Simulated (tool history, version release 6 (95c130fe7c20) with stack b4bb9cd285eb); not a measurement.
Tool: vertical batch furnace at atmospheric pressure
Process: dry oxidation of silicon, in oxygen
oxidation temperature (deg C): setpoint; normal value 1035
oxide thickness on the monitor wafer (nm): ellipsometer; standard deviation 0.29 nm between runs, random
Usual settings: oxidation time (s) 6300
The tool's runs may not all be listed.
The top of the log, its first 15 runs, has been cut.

| run | hour | oxidation temperature (deg C) | oxidation time (s) | wafers since the last listed run | hours since the last temperature calibration | hours since the boat lift was adjusted | hours since the gauge calibration | read-back reference wafer on the same gauge, thickness | oxide thickness on the monitor wafer (nm) |
|---|---|---|---|---|---|---|---|---|---|
| 16 | 1130.2 | 1035 | 6300 | 1552 | 1786.2 | 1415.5 | 515.5 | 102.93 | 114.78 |
| 17 | 1191.3 | 1035 | 6300 | 893 | 1847.3 | 1476.6 | 576.6 | 103.04 | 114.43 |
|  | 1256.6 | thermocouples replaced and temperature profile calibrated |
| 18 | 1291.3 | 1035 | 6300 | 1110 | 34.7 | 1576.6 | 676.6 | 102.94 | 115.45 |
| 19 | 1386.2 | 1035 | 6300 | 1387 | 129.6 | 1671.5 | 771.5 | 102.93 | 115.13 |
| 20 | 1493.0 | 1017 | 3450 | 1561 | 236.4 | 1778.3 | 878.3 | 103.08 | 76.78 |
| 21 | 1542.2 | 1035 | 7650 | 719 | 285.6 | 1827.5 | 927.5 | 103.00 | 127.94 |
| 22 | 1607.5 | 1035 | 6300 | 954 | 350.9 | 1892.8 | 992.8 | 103.07 | 114.55 |
| 23 | 1704.3 | 1055 | 8310 | 1414 | 447.7 | 1989.6 | 1089.6 | 102.98 | 152.02 |

Run 24 is up next; what results do you expect?
| 24 | 1800.2 | 1058 | 7470 | 1401 | 543.6 | 2085.5 | 1185.5 | ? | ? |

read-back reference wafer on the same gauge, thickness: 103.01
oxide thickness on the monitor wafer (nm): 145.40
Without the tool's hidden state the same run would have given oxide thickness on the monitor wafer (nm) 145.40.
